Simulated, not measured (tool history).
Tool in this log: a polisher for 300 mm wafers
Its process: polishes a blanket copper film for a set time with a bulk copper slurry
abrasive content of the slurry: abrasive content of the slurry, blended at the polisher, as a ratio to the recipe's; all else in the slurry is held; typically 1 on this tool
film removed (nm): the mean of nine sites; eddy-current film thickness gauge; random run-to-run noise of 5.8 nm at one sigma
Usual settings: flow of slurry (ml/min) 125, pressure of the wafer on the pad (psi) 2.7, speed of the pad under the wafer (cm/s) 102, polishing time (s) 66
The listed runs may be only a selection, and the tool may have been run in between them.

run,day,flow of slurry (ml/min),pressure of the wafer on the pad (psi),speed of the pad under the wafer (cm/s),abrasive content of the slurry,polishing time (s),wafers since the last listed run,wafers polished on this pad,hours since the slurry nozzle was cleaned,hours since the head pressure was calibrated,hours since the slurry blender was calibrated,"incoming thickness of the incoming film, nm",film removed (nm)
1,0,125,2.7,102,1.1,83,0,1007,426.3,37.5,80.9,4133.5,650
2,2.721,125,2.7,102,1.1,83,731,1739,491.6,102.8,146.2,4189.7,636.3
3,4.546,125,2.7,102,1.1,83,490,2230,535.4,146.6,190,4241.5,637.2
4,6.538,125,2.7,102,1,66,535,2765,583.2,194.4,237.8,4187.3,467.6
# day 7.446: worn pad replaced by a new one
# day 7.871: slurry blender recalibrated
5,8.146,125,2.7,102,1,66,365,166,621.8,233,6.6,4196.6,519.1
6,10.212,125,2.7,102,1,66,555,721,671.4,282.6,56.2,4174.5,517
7,12.733,125,2.3,130,1,66,677,1399,731.9,343.1,116.7,4223.9,544.8
8,15.396,125,2.7,102,1,66,715,2115,795.8,407,180.6,4193.1,490.4
# day 16.992: worn pad replaced by a new one
# day 17.658: slurry blender recalibrated
# day 17.679: slurry nozzle cleaned
9,17.696,125,2.7,102,1,66,545,161,0.4,462.2,0.9,4230.8,511.8
10,19.458,125,2.7,102,1,66,473,635,42.7,504.5,43.2,4180.9,523.7
11,22.221,125,2.7,102,1,66,742,1378,109,570.8,109.5,4170.1,503.2
# day 22.871: head pressure recalibrated
12,24.071,125,2.7,102,1,66,474,1853,153.4,28.8,153.9,4135,505
13,26.829,125,3,110,1,66,741,2595,219.6,95,220.1,4122.1,553.7
# day 27.712: worn pad replaced by a new one
14,27.879,125,2.7,102,1,84,237,44,244.8,120.2,245.3,4172.4,656.2
# day 29.267: slurry blender recalibrated
15,29.533,125,2.7,116,1,66,422,466,284.5,159.9,6.4,4152.6,567.2
16,31.004,125,2.7,102,1.1,83,395,862,319.8,195.2,41.7,4211.2,661
17,33.158,125,2.7,102,1,66,579,1441,371.5,246.9,93.4,4147.7,499.6
18,34.238,150,2.7,102,0.9,66,290,1731,397.4,272.8,119.3,4184.9,511.7
19,35.846,125,2.7,84,1,54,432,2164,436,311.4,157.9,4148.2,344
20,36.862,125,2.7,102,1,66,273,2437,460.4,335.8,182.3,4209.8,481.2
# day 38.392: worn pad replaced by a new one
21,38.412,125,2.7,102,1,66,371,5,497.6,373,219.5,4189.5,523.9
22,40.117,95,2.7,102,1,83,458,463,538.5,413.9,260.4,4118,616.3
# day 40.479: slurry blender recalibrated
23,42.475,125,3.1,102,1.1,83,611,1075,595.1,470.5,47.9,4212.8,737.4
24,43.579,125,2.2,102,1,66,296,1372,621.6,497,74.4,4255,428.3
25,45.538,150,2.7,70,1,49,526,1898,668.6,544,121.4,4182.8,292.3
26,47.4,125,2.7,102,0.8,66,500,2399,713.3,588.7,166.1,4140,456.9
# day 48.125: head pressure recalibrated
27,50.017,85,2.7,74,1,46,681,3080,776.1,45.4,228.9,4180.4,227.4
# day 50.312: worn pad replaced by a new one
# day 50.654: slurry nozzle cleaned
# day 52.212: slurry blender recalibrated
28,52.229,95,2.7,86,1,85,516,481,37.8,98.5,0.4,4195.3,553.3

State the hidden condition of the tool at each of the runs:
slurry flow missing at the pad, %: 0 on each run
deviation of the head's pressure from its setpoint, %: 0 on each run
abrasive missing from the slurry, %: 0 on each run
H1: removal rate lost through wear of the pad, %
run,H1
1,1.63
2,4.02
3,6.32
4,9.46
5,0.311
6,0.908
7,2.6
8,5.54
9,0.818
10,1.28
11,3.06
12,4.95
13,8.84
14,0.931
15,1.2
16,1.83
17,3.4
18,4.48
19,6.44
20,7.91
21,0.981
22,1.23
23,2.37
24,3.22
25,5.24
26,7.74
27,12.2
28,0.514
